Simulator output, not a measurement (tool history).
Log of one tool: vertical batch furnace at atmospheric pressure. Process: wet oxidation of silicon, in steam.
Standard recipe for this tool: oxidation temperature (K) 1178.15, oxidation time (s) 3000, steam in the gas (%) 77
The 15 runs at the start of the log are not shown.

run,hour,oxidation temperature (K),oxidation time (s),steam in the gas (%),"read-back reference wafer on the same gauge, thickness",oxide thickness on the monitor wafer (nm)
# hour 405.3: gauge calibrated
16,431.8,1198.15,3000,77,128.13,179.94
17,454.5,1178.15,4200,87,128.03,207.67
18,479.9,1191.15,4440,82,127.93,234.43
19,512.2,1178.15,3000,77,128.04,150.3
20,532.1,1178.15,3000,72,128,144.49
21,555.4,1178.15,3000,77,127.88,150.62
22,584.9,1178.15,3000,77,128.1,150.89
23,611.7,1178.15,3000,67,127.95,136.9
24,632,1164.15,2280,85,128.02,116.86
25,651.2,1164.15,3540,77,128.2,146.28
26,663.6,1172.15,1890,66,127.96,97.79
27,685.3,1178.15,3000,77,128.04,151.54
28,714.1,1170.15,1620,84,128.07,100.62
29,741.3,1165.15,1500,80,127.96,90.07
30,773.1,1178.15,3600,71,127.93,161.42
31,790.5,1178.15,3000,77,128.08,151.3
32,829.1,1178.15,3000,77,127.89,151.89
33,868.1,1178.15,1620,66,128.16,94.37
34,895.7,1184.15,3870,65,128.03,171.77
35,920,1178.15,3000,77,127.98,152.27
36,955.8,1178.15,3000,77,127.91,152.35
37,982.6,1187.15,3630,77,127.93,189.05

Forecast each of these 5 alternatives for the next run:
A,986.5,1178.15,2220,77,?,?
B,986.5,1197.15,3510,81,?,?
C,986.5,1189.15,4290,68,?,?
D,986.5,1185.15,4170,77,?,?
E,986.5,1159.15,1740,77,?,?

run,"read-back reference wafer on the same gauge, thickness",oxide thickness on the monitor wafer (nm)
A,127.98,124.7
B,127.98,208.51
C,127.98,197.76
D,127.98,203.94
E,127.98,90.57
Without the tool's hidden state the same runs would have given:
run,oxide thickness on the monitor wafer (nm)
A,122.53
B,205.34
C,194.55
D,200.48
E,89.01
